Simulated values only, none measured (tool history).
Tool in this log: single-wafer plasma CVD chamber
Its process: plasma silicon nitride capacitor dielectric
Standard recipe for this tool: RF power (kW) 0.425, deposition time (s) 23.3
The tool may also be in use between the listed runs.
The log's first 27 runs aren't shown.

run   hour  RF power (kW)  deposition time (s)  read-back reference wafer on the same gauge, thickness_nm  mean film thickness on the monitor wafer (Å)
 28  301.2          0.425                 25.0                                                     36.099                                        366.05
 29  315.1          0.425                 23.3                                                     36.102                                        342.08
 30  324.3          0.450                 18.9                                                     36.077                                        282.72
 31  337.7          0.395                 23.3                                                     36.094                                        331.10
 32  347.8          0.425                 23.3                                                     36.016                                        339.72
 33  363.8          0.345                 26.6                                                     36.073                                        362.96
 34  375.5          0.425                 25.4                                                     36.089                                        369.23
 35  388.0          0.385                 23.3                                                     36.133                                        324.94
 36  399.3          0.405                 26.8                                                     36.059                                        383.64
 37  410.3          0.425                 23.3                                                     36.098                                        336.99
 38  423.7          0.425                 25.5                                                     36.044                                        371.49
 39  430.0          0.395                 25.8                                                     36.114                                        363.88
 40  443.9          0.375                 20.4                                                     36.103                                        286.18
 41  460.1          0.390                 21.3                                                     36.046                                        302.31
 42  472.3          0.450                 25.5                                                     35.966                                        375.61

Consider 3 possible next runs. They are alternatives, not a sequence: every one starts from the tool as it was left by run 42. What does each give?
  A  472.7          0.425                 23.3                                                          ?                                             ?
  B  472.7          0.385                 27.0                                                          ?                                             ?
  C  472.7          0.445                 19.1                                                          ?                                             ?

run  read-back reference wafer on the same gauge, thickness_nm  mean film thickness on the monitor wafer (Å)
  A                                                     36.043                                        338.65
  B                                                     36.043                                        380.30
  C                                                     36.043                                        281.67
The same runs, with their run-to-run variation unchanged, on a tool lacking any hidden condition would have given:
run  mean film thickness on the monitor wafer (Å)
  A                                        338.65
  B                                        380.30
  C                                        281.67

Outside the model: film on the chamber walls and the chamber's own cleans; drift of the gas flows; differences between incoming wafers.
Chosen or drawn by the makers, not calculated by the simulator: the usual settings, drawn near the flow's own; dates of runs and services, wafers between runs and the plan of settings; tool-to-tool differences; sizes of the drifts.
